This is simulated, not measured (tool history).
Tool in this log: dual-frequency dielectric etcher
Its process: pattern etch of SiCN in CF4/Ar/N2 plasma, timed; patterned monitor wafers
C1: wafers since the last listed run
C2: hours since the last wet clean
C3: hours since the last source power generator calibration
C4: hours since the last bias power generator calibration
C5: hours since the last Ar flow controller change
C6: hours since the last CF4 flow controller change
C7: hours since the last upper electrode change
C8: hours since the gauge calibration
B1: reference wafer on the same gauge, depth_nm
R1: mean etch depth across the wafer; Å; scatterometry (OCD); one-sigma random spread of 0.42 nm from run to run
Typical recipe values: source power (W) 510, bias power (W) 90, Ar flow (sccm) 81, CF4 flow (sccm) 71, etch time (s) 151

Run 1, day 0: usual settings; C1 0; C2 46.3; C3 1112.4; C4 3086.4; C5 3380.3; C6 2141.5; C7 5318.6; C8 894.2; B1 125. Result: R1 1594 Å.
At day 2.542: Ar flow controller replaced.
Run 2, day 3.112: usual settings; C1 752; C2 121; C3 1187.1; C4 3161.1; C5 13.7; C6 2216.2; C7 5393.3; C8 968.9; B1 124.9. Result: R1 1598 Å.
Run 3, day 5.346: usual settings; C1 587; C2 174.6; C3 1240.7; C4 3214.7; C5 67.3; C6 2269.8; C7 5446.9; C8 1022.5; B1 125. Result: R1 1601 Å.
At day 5.383: gauge calibrated.
Run 4, day 8.775: usual settings; C1 901; C2 256.9; C3 1323; C4 3297; C5 149.6; C6 2352.1; C7 5529.2; C8 81.4; B1 125. Result: R1 1613 Å.
At day 10.938: wet clean of the chamber, repeated, since the last time left the tool worse.
Run 5, day 11.283: usual settings but etch time (s) 179; C1 396; C2 8.3; C3 1383.2; C4 3357.2; C5 209.8; C6 2412.3; C7 5589.4; C8 141.6; B1 124.8. Result: R1 1798 Å.
At day 12.317: upper electrode replaced.
Run 6, day 15.004: usual settings but source power (W) 580; C1 715; C2 97.6; C3 1472.5; C4 3446.5; C5 299.1; C6 2501.6; C7 64.5; C8 230.9; B1 124.9. Result: R1 1665 Å.
At day 18.342: CF4 flow controller replaced.
Run 7, day 22.6: usual settings but bias power (W) 111, Ar flow (sccm) 88, CF4 flow (sccm) 87, etch time (s) 168.5; C1 1931; C2 279.9; C3 1654.8; C4 3628.8; C5 481.4; C6 102.2; C7 246.8; C8 413.2; B1 125. Result: R1 1858 Å.
Run 8, day 25.246: usual settings but source power (W) 570, bias power (W) 78, Ar flow (sccm) 100, etch time (s) 138; C1 695; C2 343.4; C3 1718.3; C4 3692.3; C5 544.9; C6 165.7; C7 310.3; C8 476.7; B1 124.9. Result: R1 1419 Å.
Run 9, day 27.904: usual settings but source power (W) 590, Ar flow (sccm) 62, CF4 flow (sccm) 55, etch time (s) 171.5; C1 698; C2 407.2; C3 1782.1; C4 3756.1; C5 608.7; C6 229.5; C7 374.1; C8 540.5; B1 124.9. Result: R1 1980 Å.
At day 29.125: source power generator calibrated.
At day 30.354: wet clean of the chamber.
Run 10, day 30.517: usual settings; C1 380; C2 3.9; C3 33.4; C4 3818.8; C5 671.4; C6 292.2; C7 436.8; C8 603.2; B1 124.9. Result: R1 1515 Å.
Run 11, day 33.696: usual settings; C1 835; C2 80.2; C3 109.7; C4 3895.1; C5 747.7; C6 368.5; C7 513.1; C8 679.5; B1 125. Result: R1 1528 Å.
Run 12, day 37.417: usual settings but source power (W) 420, bias power (W) 101, etch time (s) 194; C1 978; C2 169.5; C3 199; C4 3984.4; C5 837; C6 457.8; C7 602.4; C8 768.8; B1 125. Result: R1 1813 Å.
At day 38.229: bias power generator calibrated.
Run 13, day 41.7: usual settings but bias power (W) 80, Ar flow (sccm) 65, CF4 flow (sccm) 61; C1 1082; C2 272.3; C3 301.8; C4 83.3; C5 939.8; C6 560.6; C7 705.2; C8 871.6; B1 125.1. Result: R1 1522 Å.
Run 14, day 44.383: usual settings but source power (W) 550, bias power (W) 75, CF4 flow (sccm) 64, etch time (s) 123; C1 705; C2 336.7; C3 366.2; C4 147.7; C5 1004.2; C6 625; C7 769.6; C8 936; B1 125. Result: R1 1236 Å.
At day 45.662: wet clean of the chamber.
Run 15, day 47.888: usual settings but source power (W) 620, bias power (W) 75, etch time (s) 133.5; C1 658; C2 53.4; C3 450.3; C4 231.8; C5 1088.3; C6 709.1; C7 853.7; C8 1020.1; B1 125. Result: R1 1453 Å.
Run 16, day 49.529: usual settings but source power (W) 380, bias power (W) 99, Ar flow (sccm) 93; C1 431; C2 92.8; C3 489.7; C4 271.2; C5 1127.7; C6 748.5; C7 893.1; C8 1059.5; B1 125. Result: R1 1292 Å.
Run 17, day 51.338: usual settings but Ar flow (sccm) 95; C1 475; C2 136.2; C3 533.1; C4 314.6; C5 1171.1; C6 791.9; C7 936.5; C8 1102.9; B1 125.1. Result: R1 1490 Å.
Run 18, day 55.312: usual settings but bias power (W) 111, Ar flow (sccm) 88, CF4 flow (sccm) 87, etch time (s) 168.5; C1 1045; C2 231.6; C3 628.5; C4 410; C5 1266.5; C6 887.3; C7 1031.9; C8 1198.3; B1 125. Result: R1 1839 Å.
At day 56.029: gauge calibrated.
Run 19, day 56.962: usual settings but source power (W) 380, bias power (W) 98; C1 433; C2 271.2; C3 668.1; C4 449.6; C5 1306.1; C6 926.9; C7 1071.5; C8 22.4; B1 125. Result: R1 1326 Å.

Run 20, settings as shown, results not yet in. Your forecast:
Run 20, day 59.508: usual settings; C1 669; C2 332.3; C3 729.2; C4 510.7; C5 1367.2; C6 988; C7 1132.6; C8 83.5; B1 ?. Result: R1 ?.

Run 20 produced B1 125, R1 1543 Å.
On a tool with no hidden condition, and with the same random variation, this run would have come out at R1 1514 Å.

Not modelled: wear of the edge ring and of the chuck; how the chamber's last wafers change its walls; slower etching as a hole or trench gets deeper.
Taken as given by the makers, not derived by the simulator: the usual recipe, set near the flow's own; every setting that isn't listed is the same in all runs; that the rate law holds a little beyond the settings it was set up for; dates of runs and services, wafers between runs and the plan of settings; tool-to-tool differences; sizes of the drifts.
